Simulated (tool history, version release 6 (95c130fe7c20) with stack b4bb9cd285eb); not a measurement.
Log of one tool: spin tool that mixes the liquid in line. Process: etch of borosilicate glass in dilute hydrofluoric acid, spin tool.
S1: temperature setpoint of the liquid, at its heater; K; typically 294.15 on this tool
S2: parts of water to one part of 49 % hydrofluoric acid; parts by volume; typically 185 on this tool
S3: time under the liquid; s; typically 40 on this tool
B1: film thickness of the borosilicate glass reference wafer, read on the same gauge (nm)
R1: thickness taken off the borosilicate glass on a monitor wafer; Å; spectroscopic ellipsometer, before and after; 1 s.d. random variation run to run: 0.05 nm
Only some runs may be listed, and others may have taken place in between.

run 1 hour=0.0 | S1=294.15 S2=120 S3=40 | B1=110.03 | R1=175.5
run 2 hour=32.5 | S1=294.15 S2=120 S3=40 | B1=109.98 | R1=176.5
run 3 hour=61.5 | S1=294.15 S2=185 S3=25 | B1=110.00 | R1=66.5
run 4 hour=91.5 | S1=294.15 S2=185 S3=25 | B1=110.00 | R1=67.0
run 5 hour=121.6 | S1=294.15 S2=185 S3=25 | B1=110.00 | R1=66.9
run 6 hour=144.4 | S1=294.15 S2=185 S3=40 | B1=110.01 | R1=107.0
run 7 hour=171.1 | S1=294.15 S2=185 S3=40 | B1=109.99 | R1=106.9
-- hour=183.9 gauge calibrated
run 8 hour=186.4 | S1=294.15 S2=220 S3=20 | B1=109.97 | R1=43.7
run 9 hour=215.6 | S1=294.15 S2=245 S3=40 | B1=110.04 | R1=77.1
-- hour=230.3 hydrofluoric acid flow meter replaced
run 10 hour=242.3 | S1=294.15 S2=185 S3=40 | B1=109.97 | R1=108.4
run 11 hour=255.4 | S1=294.15 S2=185 S3=40 | B1=109.98 | R1=108.2
run 12 hour=268.3 | S1=290.65 S2=185 S3=40 | B1=110.02 | R1=95.7

Run 13, settings as shown, results not yet in. Your forecast:
-- hour=295.4 thermometer replaced
run 13 hour=311.4 | S1=298.65 S2=120 S3=60 | B1=? | R1=?

B1: 110.04
R1: 291.7 Å
Minus the tool's unlogged condition, the same run would have read R1 290.7 Å.

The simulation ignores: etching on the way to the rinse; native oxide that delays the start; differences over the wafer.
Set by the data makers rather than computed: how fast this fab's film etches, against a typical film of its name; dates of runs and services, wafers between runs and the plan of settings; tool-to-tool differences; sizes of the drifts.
